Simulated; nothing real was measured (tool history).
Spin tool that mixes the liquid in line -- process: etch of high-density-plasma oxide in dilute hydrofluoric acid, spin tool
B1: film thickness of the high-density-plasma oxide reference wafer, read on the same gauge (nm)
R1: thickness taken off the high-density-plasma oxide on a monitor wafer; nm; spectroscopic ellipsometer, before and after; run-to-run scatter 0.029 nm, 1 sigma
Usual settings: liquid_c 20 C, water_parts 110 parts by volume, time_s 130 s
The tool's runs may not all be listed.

Run 1, day 0: usual settings but water_parts 140 parts by volume; B1 30.03. Result: R1 4.72 nm.
Run 2, day 2.046: usual settings but water_parts 140 parts by volume; B1 30.05. Result: R1 4.71 nm.
Run 3, day 5: usual settings; B1 29.98. Result: R1 6.31 nm.
Run 4, day 6.767: usual settings; B1 29.99. Result: R1 6.31 nm.
Run 5, day 9.633: usual settings; B1 30.03. Result: R1 6.3 nm.
Run 6, day 11.042: usual settings but water_parts 145 parts by volume; B1 30.04. Result: R1 4.61 nm.
Run 7, day 12.458: usual settings but water_parts 145 parts by volume; B1 29.98. Result: R1 4.6 nm.
Run 8, day 15.183: usual settings but water_parts 145 parts by volume; B1 29.97. Result: R1 4.65 nm.
At day 20.208: thermometer replaced.
Run 9, day 22.354: usual settings; B1 30.01. Result: R1 6.11 nm.
Run 10, day 29.021: usual settings; B1 30.02. Result: R1 6.22 nm.
Run 11, day 31.329: usual settings; B1 30.02. Result: R1 6.19 nm.
At day 31.954: gauge calibrated.
Run 12, day 33.388: usual settings; B1 29.99. Result: R1 6.28 nm.
Run 13, day 35.779: usual settings but liquid_c 17 C; B1 30.04. Result: R1 5.55 nm.
Run 14, day 38: usual settings but liquid_c 18.5 C, time_s 85 s; B1 30. Result: R1 3.85 nm.
Run 15, day 40.038: usual settings but liquid_c 22 C; B1 30. Result: R1 6.8 nm.
Run 16, day 41.642: usual settings; B1 29.97. Result: R1 6.22 nm.
Run 17, day 43.892: usual settings but liquid_c 23.5 C; B1 29.97. Result: R1 7.25 nm.
Run 18, day 45.662: usual settings; B1 29.93. Result: R1 6.26 nm.
Run 19, day 47.283: usual settings but liquid_c 18.5 C, water_parts 150 parts by volume; B1 30.02. Result: R1 4.22 nm.
At day 47.967: hydrofluoric acid flow meter replaced.
Run 20, day 49.808: usual settings but liquid_c 22.5 C, water_parts 80 parts by volume, time_s 200 s; B1 30.02. Result: R1 14.3 nm.
Run 21, day 51.688: usual settings; B1 29.96. Result: R1 5.92 nm.
Run 22, day 53.175: usual settings but liquid_c 23.5 C, water_parts 80 parts by volume; B1 30. Result: R1 9.71 nm.
Run 23, day 55.762: usual settings but liquid_c 22 C, water_parts 80 parts by volume, time_s 175 s; B1 30.02. Result: R1 12.35 nm.

For run 24, what comes out?
Run 24, day 58.204: usual settings; B1 ?. Result: R1 ?.

Run 24 yielded B1 30.01, R1 5.89 nm.
With no hidden state in the tool, this same run would have given R1 5.57 nm.
